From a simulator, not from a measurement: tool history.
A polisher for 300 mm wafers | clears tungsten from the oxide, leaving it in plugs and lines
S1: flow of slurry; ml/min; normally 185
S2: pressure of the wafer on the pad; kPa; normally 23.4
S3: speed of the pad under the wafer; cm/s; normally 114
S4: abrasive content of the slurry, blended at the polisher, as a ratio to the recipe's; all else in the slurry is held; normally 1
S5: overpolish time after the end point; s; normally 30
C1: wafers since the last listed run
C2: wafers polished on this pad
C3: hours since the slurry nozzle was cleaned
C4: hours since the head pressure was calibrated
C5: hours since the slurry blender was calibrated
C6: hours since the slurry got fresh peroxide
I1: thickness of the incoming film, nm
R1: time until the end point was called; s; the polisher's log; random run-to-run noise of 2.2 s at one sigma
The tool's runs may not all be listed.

run     day   S1    S2   S3    S4  S5   C1    C2     C3     C4     C5     C6     I1     R1
  1       0  185  23.4   98     1  30    0     3    7.1  148.2    7.7   30.6  550.7  132.4
  2   1.217  185  23.4   98     1  30  218   221   36.3  177.4   36.9   59.8  545.5  135.5
  3   1.717  160  17.9  114   1.3  30   89   311   48.3  189.4   48.9   71.8  554.5  142.8
  4   2.979  185  23.4  114   1.1  30  226   538   78.6  219.7   79.2  102.1  549.6  116.2
  5   3.929  220  29.6  114     1  37  170   708  101.4  242.5    102  124.9  542.9   89.2
  6   4.438  205  23.4  114     1  30   91   800  113.6  254.7  114.2  137.1  541.8  113.6
  7   5.462  185  23.4  114     1  30  183   984  138.2  279.3  138.8  161.7  551.6  123.4
  8   6.438  185  23.4   96     1  15  175  1159  161.6  302.7  162.2  185.1  545.8  139.5
  9   7.212  185  23.4  114     1  30  139  1298  180.2  321.3  180.8  203.7  555.7  129.3
 10   7.992  240  23.4  114     1  30  139  1438  198.9    340  199.5  222.4  550.9  116.4
 11   9.246  130  26.9   84     1  48  225  1663    229  370.1  229.6  252.5    540  156.9
 12   9.821  185  23.4  114     1  14  103  1766  242.8  383.9  243.4  266.3  548.8  127.1
     10.325  -- worn pad replaced by a new one
     10.458  -- slurry blender recalibrated
 13   10.55  240  23.4  114     1  30   86    25  260.3  401.4    2.2  283.8  552.5  111.6
     10.754  -- slurry tank refilled with fresh slurry and peroxide
 14  11.725  185  23.4  114  0.75  23  203   229  288.5  429.6   30.4   23.3  551.6  124.9
 15  15.454  185  23.4  114     1  30  669   898    378  519.1  119.9  112.8  548.5  120.5
 16  16.579  185  23.4  114     1  30  201  1100    405  546.1  146.9  139.8  555.1  124.6
 17  17.321  165    20  114     1  30  133  1233  422.8  563.9  164.7  157.6  543.6  147.1
      18.35  -- head pressure recalibrated
 18  18.371  185    29  114   0.9  30  173  1407    448    0.5  189.9  182.8  545.6  104.9
 19  18.988  150  23.4   96   0.8  36  110  1517  462.8   15.3  204.7  197.6    544  162.5
     19.862  -- worn pad replaced by a new one
     20.217  -- slurry tank refilled with fresh slurry and peroxide
 20  20.317  185  23.4  114     1  30  201    74  494.7   47.2  236.6    2.4  542.8  113.1
 21  21.683  130    29  136   0.8  30  245   319  527.5     80  269.4   35.2    538     85
     22.108  -- slurry blender recalibrated
 22  23.054  185  28.3  144     1  30  231   550  560.4  112.9   22.7   68.1  544.4   74.4
 23  23.804  185  23.4  114     1  30  134   685  578.4  130.9   40.7   86.1  549.3  114.1
 24  24.692  185  23.4  114     1  23  159   844  599.7  152.2     62  107.4  551.8    120
 25  25.375  185  23.4   90     1  30  122   967  616.1  168.6   78.4  123.8  549.1  155.4

Branching from run 25: 5 alternative next runs. What would each branch give?
  A  25.396  185  23.4  114    1  30   3  970  616.6  169.1  78.9  124.3  544.3   ?
  B  25.396  210  23.4   82  1.1  15   3  970  616.6  169.1  78.9  124.3  544.3   ?
  C  25.396  125  23.4  114    1  30   3  970  616.6  169.1  78.9  124.3  544.3   ?
  D  25.396  185  26.2  114    1  30   3  970  616.6  169.1  78.9  124.3  544.3   ?
  E  25.396  120  17.9   96    1  30   3  970  616.6  169.1  78.9  124.3  544.3   ?

run     R1
  A  117.6
  B  157.4
  C    127
  D  105.4
  E  198.1
Take away the tool's hidden state, keep each run's random variation, and the runs would have read:
run     R1
  A  112.9
  B  151.1
  C  121.9
  D  101.2
  E  190.2

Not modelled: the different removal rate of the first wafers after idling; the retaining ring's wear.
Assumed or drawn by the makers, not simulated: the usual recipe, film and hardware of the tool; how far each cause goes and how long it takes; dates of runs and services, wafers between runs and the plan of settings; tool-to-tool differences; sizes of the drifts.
